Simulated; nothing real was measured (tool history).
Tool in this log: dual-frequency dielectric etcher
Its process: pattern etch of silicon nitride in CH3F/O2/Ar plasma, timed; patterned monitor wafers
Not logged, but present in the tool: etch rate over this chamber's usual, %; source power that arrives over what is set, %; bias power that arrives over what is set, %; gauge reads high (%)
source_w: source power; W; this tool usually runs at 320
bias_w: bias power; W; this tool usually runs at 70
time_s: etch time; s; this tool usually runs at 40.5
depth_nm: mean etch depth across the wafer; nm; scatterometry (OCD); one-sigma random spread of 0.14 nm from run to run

run   hour  source_w  bias_w  time_s  wafers since the last listed run  hours since the last wet clean  hours since the last source power generator calibration  hours since the last bias power generator calibration  hours since the last upper electrode change  hours since the gauge calibration  read-back reference wafer on the same gauge, depth_nm  depth_nm
  1    0.0       320      70    40.5                                 0                            66.1                                                   2902.9                                                 2475.1                                       2214.5                              498.2                                                  25.18     29.18
  2   24.3       320      70    40.5                               300                            90.4                                                   2927.2                                                 2499.4                                       2238.8                              522.5                                                  25.24     28.97
  3   73.7       320      70    40.5                               611                           139.8                                                   2976.6                                                 2548.8                                       2288.2                              571.9                                                  25.20     28.75
  4  119.5       320      70    40.5                               567                           185.6                                                   3022.4                                                 2594.6                                       2334.0                              617.7                                                  25.17     28.46
  5  154.2       320      70    40.5                               429                           220.3                                                   3057.1                                                 2629.3                                       2368.7                              652.4                                                  25.15     28.24
  6  193.2       320      70    40.5                               483                           259.3                                                   3096.1                                                 2668.3                                       2407.7                              691.4                                                  25.22     28.24
  7  262.1       320      70    45.0                               853                           328.2                                                   3165.0                                                 2737.2                                       2476.6                              760.3                                                  25.25     31.24
     292.5  -- bias power generator calibrated
     293.9  -- gauge calibrated
     294.0  -- wet clean of the chamber
  8  320.3       260      64    34.5                               652                            26.3                                                   3223.2                                                   27.8                                       2534.8                               26.4                                                  25.21     22.90
     503.7  -- source power generator calibrated
  9  521.4       320      70    46.5                              2441                           227.4                                                     17.7                                                  228.9                                       2735.9                              227.5                                                  25.17     32.08
     547.7  -- upper electrode replaced
 10  603.4       320      70    40.5                               718                           309.4                                                     99.7                                                  310.9                                         55.7                              309.5                                                  25.20     27.96
     634.4  -- wet clean of the chamber
 11  639.3       320      70    40.5                               147                             4.9                                                    135.6                                                  346.8                                         91.6                              345.4                                                  25.25     28.99
 12  707.2       240      77    50.0                               840                            72.8                                                    203.5                                                  414.7                                        159.5                              413.3                                                  25.15     33.00
 13  767.2       320      54    35.5                               743                           132.8                                                    263.5                                                  474.7                                        219.5                              473.3                                                  25.18     23.64
 14  800.9       320      53    40.5                               417                           166.5                                                    297.2                                                  508.4                                        253.2                              507.0                                                  25.21     26.91

Here are 5 independent what-if runs from the current tool condition. What would each one return?
  A  801.3       320      70    40.5                                 4                           166.9                                                    297.6                                                  508.8                                        253.6                              507.4                                                      ?         ?
  B  801.3       390      70    31.0                                 4                           166.9                                                    297.6                                                  508.8                                        253.6                              507.4                                                      ?         ?
  C  801.3       400      56    49.5                                 4                           166.9                                                    297.6                                                  508.8                                        253.6                              507.4                                                      ?         ?
  D  801.3       320      54    44.5                                 4                           166.9                                                    297.6                                                  508.8                                        253.6                              507.4                                                      ?         ?
  E  801.3       250      79    34.0                                 4                           166.9                                                    297.6                                                  508.8                                        253.6                              507.4                                                      ?         ?

run  read-back reference wafer on the same gauge, depth_nm  depth_nm
  A                                                  25.19     28.13
  B                                                  25.19     22.94
  C                                                  25.19     35.45
  D                                                  25.19     29.47
  E                                                  25.19     22.46
Take away the tool's hidden state, keep each run's random variation, and the runs would have read:
run  depth_nm
  A     28.87
  B     23.54
  C     36.38
  D     30.25
  E     23.05
